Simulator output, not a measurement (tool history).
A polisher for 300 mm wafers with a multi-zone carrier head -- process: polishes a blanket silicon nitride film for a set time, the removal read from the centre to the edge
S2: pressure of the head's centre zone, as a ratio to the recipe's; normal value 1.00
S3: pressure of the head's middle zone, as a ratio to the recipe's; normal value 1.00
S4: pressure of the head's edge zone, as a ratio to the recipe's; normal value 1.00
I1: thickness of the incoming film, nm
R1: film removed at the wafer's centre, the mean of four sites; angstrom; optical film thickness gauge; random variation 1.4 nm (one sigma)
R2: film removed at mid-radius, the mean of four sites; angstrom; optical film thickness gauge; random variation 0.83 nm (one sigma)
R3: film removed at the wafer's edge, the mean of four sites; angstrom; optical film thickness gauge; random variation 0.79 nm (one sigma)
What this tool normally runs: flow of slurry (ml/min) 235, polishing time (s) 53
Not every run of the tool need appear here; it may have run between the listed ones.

Run 1, hour 0.0: usual settings; I1 608.7. Result: R1 1221 angstrom, R2 1113 angstrom, R3 1076 angstrom.
At hour 3.8: slurry nozzle cleaned.
Run 2, hour 7.1: usual settings; I1 596.2. Result: R1 1234 angstrom, R2 1098 angstrom, R3 1061 angstrom.
At hour 21.1: edge zone pressure recalibrated.
Run 3, hour 24.0: usual settings but S2 0.94, S3 1.11, S4 0.89, polishing time (s) 38; I1 605.5. Result: R1 829 angstrom, R2 869 angstrom, R3 745 angstrom.
Run 4, hour 37.7: usual settings but flow of slurry (ml/min) 290, S4 1.04; I1 603.0. Result: R1 1301 angstrom, R2 1126 angstrom, R3 1117 angstrom.
Run 5, hour 83.5: usual settings but S4 1.06; I1 603.0. Result: R1 1255 angstrom, R2 1098 angstrom, R3 1095 angstrom.
At hour 92.0: centre zone pressure recalibrated.
Run 6, hour 94.1: usual settings; I1 612.0. Result: R1 1112 angstrom, R2 1096 angstrom, R3 1076 angstrom.
Run 7, hour 105.0: usual settings but S2 1.05, polishing time (s) 58; I1 595.9. Result: R1 1276 angstrom, R2 1207 angstrom, R3 1181 angstrom.
At hour 120.8: worn pad replaced by a new one.
Run 8, hour 121.3: usual settings but flow of slurry (ml/min) 280, S2 1.04, S3 1.12; I1 596.5. Result: R1 1185 angstrom, R2 1244 angstrom, R3 1083 angstrom.
Run 9, hour 125.7: usual settings but S2 1.04, polishing time (s) 34; I1 605.9. Result: R1 750 angstrom, R2 717 angstrom, R3 690 angstrom.
Run 10, hour 138.3: usual settings but flow of slurry (ml/min) 305, S2 1.03, S3 0.90, S4 1.10; I1 607.0. Result: R1 1194 angstrom, R2 1040 angstrom, R3 1127 angstrom.
Run 11, hour 146.8: usual settings; I1 609.7. Result: R1 1175 angstrom, R2 1097 angstrom, R3 1063 angstrom.
Run 12, hour 162.9: usual settings but S3 1.11, S4 0.96; I1 606.7. Result: R1 1148 angstrom, R2 1220 angstrom, R3 1058 angstrom.
At hour 169.7: carrier head's membrane replaced by a new one.
Run 13, hour 177.9: usual settings but S4 0.96; I1 597.3. Result: R1 1154 angstrom, R2 1086 angstrom, R3 1063 angstrom.
Run 14, hour 189.8: usual settings but S2 0.97, S3 1.07; I1 598.8. Result: R1 1129 angstrom, R2 1174 angstrom, R3 1075 angstrom.
Run 15, hour 199.2: usual settings but S2 1.09, S3 1.11, S4 1.05; I1 586.7. Result: R1 1267 angstrom, R2 1194 angstrom, R3 1102 angstrom.
Run 16, hour 212.0: usual settings but flow of slurry (ml/min) 310, S4 0.90; I1 608.9. Result: R1 1196 angstrom, R2 1136 angstrom, R3 1046 angstrom.
Run 17, hour 227.0: usual settings but S2 0.93, S3 1.11, polishing time (s) 68; I1 596.6. Result: R1 1377 angstrom, R2 1549 angstrom, R3 1365 angstrom.
Run 18, hour 236.7: usual settings; I1 604.1. Result: R1 1146 angstrom, R2 1096 angstrom, R3 1055 angstrom.
At hour 258.4: worn pad replaced by a new one.
Run 19, hour 258.9: usual settings but S2 1.10, S3 0.96; I1 602.6. Result: R1 1267 angstrom, R2 1068 angstrom, R3 1071 angstrom.
Run 20, hour 266.5: usual settings but flow of slurry (ml/min) 280, S2 0.89, polishing time (s) 48; I1 607.0. Result: R1 971 angstrom, R2 998 angstrom, R3 986 angstrom.
Run 21, hour 281.6: usual settings but S4 0.93; I1 599.7. Result: R1 1190 angstrom, R2 1112 angstrom, R3 1049 angstrom.

Forecast each of these 5 alternatives for the next run:
Run A, hour 282.0: usual settings; I1 611.8. Result: R1 ?, R2 ?, R3 ?.
Run B, hour 282.0: usual settings but flow of slurry (ml/min) 210, S2 0.91, S4 1.07, polishing time (s) 40; I1 611.8. Result: R1 ?, R2 ?, R3 ?.
Run C, hour 282.0: usual settings but flow of slurry (ml/min) 280, S2 0.97, S4 1.12; I1 611.8. Result: R1 ?, R2 ?, R3 ?.
Run D, hour 282.0: usual settings but S2 0.96; I1 611.8. Result: R1 ?, R2 ?, R3 ?.
Run E, hour 282.0: usual settings but flow of slurry (ml/min) 160, S4 0.96, polishing time (s) 58; I1 611.8. Result: R1 ?, R2 ?, R3 ?.

run    R1    R2    R3
  A  1172  1094  1071
  B   796   818   825
  C  1155  1110  1135
  D  1125  1094  1071
  E  1233  1155  1123
With no hidden state in the tool, these same runs would have given:
run    R1    R2    R3
  A  1106  1094  1071
  B   751   818   825
  C  1090  1110  1135
  D  1062  1094  1071
  E  1164  1156  1123
